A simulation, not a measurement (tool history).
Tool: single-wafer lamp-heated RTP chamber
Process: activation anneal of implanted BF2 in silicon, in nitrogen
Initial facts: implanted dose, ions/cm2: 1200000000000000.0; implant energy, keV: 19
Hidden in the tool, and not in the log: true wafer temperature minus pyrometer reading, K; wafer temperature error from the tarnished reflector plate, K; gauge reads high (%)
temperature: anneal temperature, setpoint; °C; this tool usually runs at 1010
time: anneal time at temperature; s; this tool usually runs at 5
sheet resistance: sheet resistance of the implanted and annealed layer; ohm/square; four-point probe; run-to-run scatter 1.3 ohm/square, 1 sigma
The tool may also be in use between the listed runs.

run,day,temperature,time,wafers since the last listed run,wafers since the last pyrometer calibration,wafers since the reflector plate was cleaned,hours since the gauge calibration,"read-back reference wafer on the same gauge, sheet resistance",sheet resistance
1,0,997,4,0,2584,4305,957.7,230.4,230.93
2,3.817,997,4,827,3412,5132,1049.3,229.95,230.54
3,6.221,1010,5,521,3933,5653,1107,229.7,211.23
4,8.283,1010,5,447,4380,6101,1156.5,229.27,210.1
5,11.075,1010,5,605,4985,6706,1223.5,228.71,211.07
6,14.217,1010,5,681,5666,7387,1298.9,228.63,208.08
7,16.362,1010,5,465,6132,7852,1350.4,228.98,208.24
8,17.912,1010,5,336,6468,8188,1387.6,228.66,207.51
9,20.142,1010,5,483,6951,8671,1441.1,228.1,209.9
# day 21.704: pyrometer window cleaned and pyrometer calibrated
10,24.321,1010,5,833,567,9505,1541.4,228.23,208.49
11,28.612,1010,5,930,1497,10436,1644.4,227.83,210.37
12,31.462,1010,5,617,2115,11054,1712.8,227.85,208.18
13,34.375,1010,7,631,2747,11685,1782.7,227.29,200.79
14,38.558,1010,7,906,3654,12592,1883.1,227.44,200.92
15,41.5,1010,7,637,4291,13230,1953.7,227.35,201.08
16,44.404,1010,5,629,4921,13859,2023.4,226.79,204.99
# day 47.554: reflector plate cleaned
17,47.679,1010,5,637,5559,27,2102,226.64,208.05
18,51.721,1010,5,876,6435,903,2199,226.69,206.42
19,53.408,1010,5,365,6801,1269,2239.5,226.44,206.29
# day 57.408: pyrometer window cleaned and pyrometer calibrated
20,57.579,1010,6,831,37,2101,2339.6,226.99,203.22
21,59.988,981,3,522,559,2623,2397.4,226.8,253.24
22,62.796,994,3,608,1168,3232,2464.8,226.42,232.18
23,65.558,997,7,598,1767,3831,2531.1,226.36,215.71
24,67.858,1010,5,498,2265,4330,2586.3,226.57,207.83
25,71.8,1022,4,854,3120,5184,2680.9,226.23,198.52
26,73.812,1010,5,436,3556,5621,2729.2,226.19,207.78
27,78.004,1010,5,908,4465,6529,2829.8,226.66,208.3
28,79.829,1010,5,395,4861,6925,2873.6,226.27,206.78
29,82.308,1010,5,537,5398,7463,2933.1,226.36,208.01
# day 83.046: gauge calibrated
30,84.754,983,5,530,5928,7993,41,235.29,253.28
# day 86.096: pyrometer window cleaned and pyrometer calibrated
31,86.3,982,4,262,44,8256,78.1,235.05,255.43
32,88.296,1024,5,432,477,8688,126,234.44,197.36
33,92.104,1010,5,825,1302,9514,217.4,232.85,213.44
34,95.638,987,3,766,2068,10280,302.2,232.75,249.19
35,97.154,1036,8,328,2397,10609,338.6,232.14,171.4
36,101.104,986,5,856,3254,11465,433.4,231.57,245.64
37,105.517,1010,5,956,4210,12422,539.3,231.17,209.39
# day 113.871: reflector plate cleaned
38,115.412,1010,4,2073,6283,334,776.8,229.36,213.3

Branching from run 38: 3 alternative next runs. What would each branch give?
A,115.429,1010,3,3,6287,337,777.2,?,?
B,115.429,1031,5,3,6287,337,777.2,?,?
C,115.429,1020,5,3,6287,337,777.2,?,?

run,"read-back reference wafer on the same gauge, sheet resistance",sheet resistance
A,229.33,218.25
B,229.33,185
C,229.33,197.55
Had the tool no hidden state, the same runs would have come out as:
run,sheet resistance
A,225.59
B,191.22
C,204.2
